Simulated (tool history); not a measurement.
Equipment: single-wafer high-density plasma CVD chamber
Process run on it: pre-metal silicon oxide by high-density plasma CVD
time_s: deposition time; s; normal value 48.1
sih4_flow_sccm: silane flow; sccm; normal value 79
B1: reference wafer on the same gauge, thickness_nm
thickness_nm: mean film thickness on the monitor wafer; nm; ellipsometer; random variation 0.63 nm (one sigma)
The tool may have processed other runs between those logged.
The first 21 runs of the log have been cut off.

run 22 hour=308.5 | time_s=48.1 sih4_flow_sccm=79 | B1=309.808 | thickness_nm=345.72
run 23 hour=324.3 | time_s=48.1 sih4_flow_sccm=79 | B1=309.982 | thickness_nm=345.334
run 24 hour=340.2 | time_s=55.8 sih4_flow_sccm=71 | B1=309.977 | thickness_nm=358.57
run 25 hour=352.7 | time_s=48.1 sih4_flow_sccm=79 | B1=309.978 | thickness_nm=344.995
run 26 hour=366.3 | time_s=48.1 sih4_flow_sccm=79 | B1=309.915 | thickness_nm=345.455
run 27 hour=375.1 | time_s=40.7 sih4_flow_sccm=65 | B1=309.961 | thickness_nm=240.246
run 28 hour=382.7 | time_s=48.1 sih4_flow_sccm=85 | B1=310.057 | thickness_nm=370.45
run 29 hour=392.7 | time_s=57.5 sih4_flow_sccm=79 | B1=310.007 | thickness_nm=411.513
run 30 hour=406.2 | time_s=48.1 sih4_flow_sccm=79 | B1=310.075 | thickness_nm=343.621
run 31 hour=419.5 | time_s=56.7 sih4_flow_sccm=79 | B1=309.959 | thickness_nm=407.405
run 32 hour=433 | time_s=48.1 sih4_flow_sccm=79 | B1=310.035 | thickness_nm=344.779
run 33 hour=444.8 | time_s=48.1 sih4_flow_sccm=79 | B1=310.001 | thickness_nm=344.042
-- hour=456.8 silane flow controller replaced
run 34 hour=457.3 | time_s=51.5 sih4_flow_sccm=79 | B1=310.053 | thickness_nm=392.305
run 35 hour=463.9 | time_s=44.4 sih4_flow_sccm=88 | B1=309.888 | thickness_nm=377.703
run 36 hour=470.6 | time_s=48.1 sih4_flow_sccm=79 | B1=309.85 | thickness_nm=366.798
run 37 hour=484.8 | time_s=48.1 sih4_flow_sccm=79 | B1=310.01 | thickness_nm=367.013
run 38 hour=500.7 | time_s=56.5 sih4_flow_sccm=74 | B1=309.891 | thickness_nm=401.434
run 39 hour=510.9 | time_s=44.6 sih4_flow_sccm=71 | B1=309.912 | thickness_nm=305.037
-- hour=512.2 gauge calibrated
run 40 hour=520.7 | time_s=57.6 sih4_flow_sccm=79 | B1=309.936 | thickness_nm=437.657
run 41 hour=533.1 | time_s=48.1 sih4_flow_sccm=79 | B1=309.973 | thickness_nm=366.036
run 42 hour=547.5 | time_s=54.3 sih4_flow_sccm=93 | B1=309.915 | thickness_nm=486.285
run 43 hour=559.3 | time_s=40.4 sih4_flow_sccm=85 | B1=310.019 | thickness_nm=329.757
run 44 hour=565.8 | time_s=56.1 sih4_flow_sccm=73 | B1=310.243 | thickness_nm=393.01
run 45 hour=578.9 | time_s=48.1 sih4_flow_sccm=79 | B1=309.883 | thickness_nm=365.434
run 46 hour=594.9 | time_s=42.7 sih4_flow_sccm=79 | B1=309.897 | thickness_nm=323.971

3 ways to go on from here, each from the tool as it stands after run 46. What would each give?
run A hour=595.3 | time_s=52.6 sih4_flow_sccm=79 | B1=? | thickness_nm=?
run B hour=595.3 | time_s=48.1 sih4_flow_sccm=67 | B1=? | thickness_nm=?
run C hour=595.3 | time_s=42 sih4_flow_sccm=79 | B1=? | thickness_nm=?

run=A B1=310.056 thickness_nm=399.251
run=B B1=310.056 thickness_nm=309.796
run=C B1=310.056 thickness_nm=318.793
Take away the tool's hidden state, keep each run's random variation, and the runs would have read:
run=A thickness_nm=401.313
run=B thickness_nm=311.397
run=C thickness_nm=320.44

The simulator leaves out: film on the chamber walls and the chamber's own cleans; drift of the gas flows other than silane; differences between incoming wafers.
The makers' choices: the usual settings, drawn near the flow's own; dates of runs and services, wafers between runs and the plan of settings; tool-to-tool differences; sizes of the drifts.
